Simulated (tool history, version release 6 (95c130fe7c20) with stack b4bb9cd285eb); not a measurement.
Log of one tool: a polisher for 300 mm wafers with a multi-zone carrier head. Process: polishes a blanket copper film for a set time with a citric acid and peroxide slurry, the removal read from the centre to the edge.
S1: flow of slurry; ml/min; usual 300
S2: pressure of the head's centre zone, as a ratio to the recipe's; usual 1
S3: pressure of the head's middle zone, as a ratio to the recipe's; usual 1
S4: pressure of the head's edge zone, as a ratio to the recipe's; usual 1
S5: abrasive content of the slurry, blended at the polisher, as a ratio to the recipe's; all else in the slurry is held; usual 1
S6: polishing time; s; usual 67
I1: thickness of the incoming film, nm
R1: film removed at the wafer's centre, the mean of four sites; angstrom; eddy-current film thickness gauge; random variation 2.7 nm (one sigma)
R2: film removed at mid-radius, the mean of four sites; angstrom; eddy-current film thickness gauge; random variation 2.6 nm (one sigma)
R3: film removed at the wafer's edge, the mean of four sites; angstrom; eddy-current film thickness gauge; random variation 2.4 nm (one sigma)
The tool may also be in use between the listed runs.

run,hour,S1,S2,S3,S4,S5,S6,I1,R1,R2,R3
1,0,300,1,1,1,1,67,601.4,1754,1996,2050
2,17,300,1.08,0.92,1,1,67,604.7,1873,1853,2038
# hour 24: edge zone pressure recalibrated
# hour 26.9: centre zone pressure recalibrated, repeated, since the last time left the tool worse
# hour 35.5: slurry nozzle cleaned
3,36,330,1,0.93,0.92,1,75,612.6,2295,2082,2145
# hour 43.7: worn pad replaced by a new one
4,50.4,300,1,1,1,1,67,618.1,2002,2020,1968
5,68.1,220,1,1,0.92,0.85,82,611,2306,2335,2224
6,77.4,215,1,0.96,1,1,67,601,1921,1875,1933
7,94.3,390,1,1,1,1.15,67,616.6,2085,2069,2087
8,108.1,240,1,0.88,1,1,67,609.5,1932,1718,2013
9,123.1,300,1,1,1,1,67,614.6,1964,1968,1973
# hour 130.9: carrier head's membrane replaced by a new one
10,131.4,300,1,1,0.91,1,67,602,1997,1986,1901
11,137.3,300,1,1,1,1,67,606.7,1983,2011,1954
12,145.7,300,1,1,1,1,67,599.3,1953,1963,2004
# hour 151: worn pad replaced by a new one
13,161.2,300,1,1,1,1,75,615.6,2143,2230,2209
14,170.6,300,1,1.05,1,0.85,67,617.7,1908,1968,1915
15,179.1,300,1,1,0.93,0.9,48,613.5,1379,1376,1343
16,192.1,300,0.88,1,1.11,1,83,603.3,2119,2406,2596
17,203.7,300,1,1.08,0.93,1,67,610.5,1933,2110,1924
18,220.9,265,1,1,0.89,0.9,83,600.9,2376,2410,2263
19,232,300,1,1,1,1,67,615.2,1911,1969,2015
# hour 242.3: worn pad replaced by a new one
20,242.8,260,1,1,1,1,67,613.2,1910,1973,1933
21,252.3,215,1,1.08,0.97,1,67,616.6,1822,2060,1904
22,258.3,300,0.95,1,1,1,67,620.6,1789,2000,1960

Forecast each of these 3 alternatives for the next run:
A,258.7,300,1,0.89,1,1,67,603.1,?,?,?
B,258.7,300,1,0.91,1,0.9,67,603.1,?,?,?
C,258.7,300,1.1,0.97,1.06,1.2,67,603.1,?,?,?

run,R1,R2,R3
A,1878,1821,2002
B,1839,1816,1959
C,2148,2031,2136
Without the tool's hidden state the same runs would have given:
run,R1,R2,R3
A,1957,1821,2002
B,1916,1816,1959
C,2238,2030,2136

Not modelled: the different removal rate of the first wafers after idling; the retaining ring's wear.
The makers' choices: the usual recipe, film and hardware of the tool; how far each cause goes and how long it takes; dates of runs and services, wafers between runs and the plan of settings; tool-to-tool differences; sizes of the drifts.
